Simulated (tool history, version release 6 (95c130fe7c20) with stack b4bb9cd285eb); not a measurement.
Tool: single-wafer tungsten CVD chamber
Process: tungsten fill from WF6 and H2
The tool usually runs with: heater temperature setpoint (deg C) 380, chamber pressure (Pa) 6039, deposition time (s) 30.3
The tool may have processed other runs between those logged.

run	hour	heater temperature setpoint (deg C)	chamber pressure (Pa)	deposition time (s)	wafers since the last listed run	hours since the last thermocouple change	hours since the last manometer calibration	hours since the showerhead was replaced	hours since the gauge calibration	read-back reference wafer on the same gauge, thickness_nm	mean film thickness on the monitor wafer (Å)
1	0.0	380	6039	31.7	0	2090.4	865.3	2853.1	43.4	75.172	776.54
2	12.4	369	6039	32.9	331	2102.8	877.7	2865.5	55.8	75.100	663.50
3	25.3	369	6039	32.9	344	2115.7	890.6	2878.4	68.7	75.133	661.43
4	35.4	369	6039	32.9	270	2125.8	900.7	2888.5	78.8	75.120	657.67
5	41.9	380	6039	30.3	173	2132.3	907.2	2895.0	85.3	75.198	744.24
6	55.4	380	6039	30.3	361	2145.8	920.7	2908.5	98.8	75.047	742.31
# hour 80.2: thermocouple changed; heater temperature recalibrated
7	80.7	380	6039	30.3	462	0.5	946.0	2933.8	124.1	75.041	743.13
8	86.8	372	6039	33.4	163	6.6	952.1	2939.9	130.2	75.028	710.18
9	101.4	380	5106	30.3	390	21.2	966.7	2954.5	144.8	75.151	706.19
# hour 110.7: showerhead replaced
10	112.4	372	7093	30.3	80	32.2	977.7	1.7	155.8	75.077	679.52
11	129.0	380	6039	30.3	443	48.8	994.3	18.3	172.4	75.171	742.15
# hour 136.7: gauge calibrated
# hour 144.3: capacitance manometer re-zeroed and calibrated
12	144.8	367	7146	30.3	208	64.6	0.5	34.1	8.1	75.185	621.94
13	146.3	366	6039	24.3	40	66.1	2.0	35.6	9.6	75.088	460.59
14	159.0	376	5453	34.9	339	78.8	14.7	48.3	22.3	75.153	770.71
15	168.0	380	6039	30.3	240	87.8	23.7	57.3	31.3	75.023	746.67
16	184.9	380	5586	30.3	451	104.7	40.6	74.2	48.2	75.210	727.29
17	193.3	369	7453	24.3	224	113.1	49.0	82.6	56.6	75.083	526.79

What if the next run were any one of these 4? Each begins from the tool's condition after run 17:
A	193.7	380	6039	30.3	10	113.5	49.4	83.0	57.0	?	?
B	193.7	392	7186	28.5	10	113.5	49.4	83.0	57.0	?	?
C	193.7	386	6039	25.8	10	113.5	49.4	83.0	57.0	?	?
D	193.7	376	6039	25.6	10	113.5	49.4	83.0	57.0	?	?

run	read-back reference wafer on the same gauge, thickness_nm	mean film thickness on the monitor wafer (Å)
A	75.116	744.72
B	75.116	917.30
C	75.116	704.21
D	75.116	584.96
Had the tool no hidden state, the same runs would have come out as:
run	mean film thickness on the monitor wafer (Å)
A	744.72
B	917.30
C	704.21
D	584.96
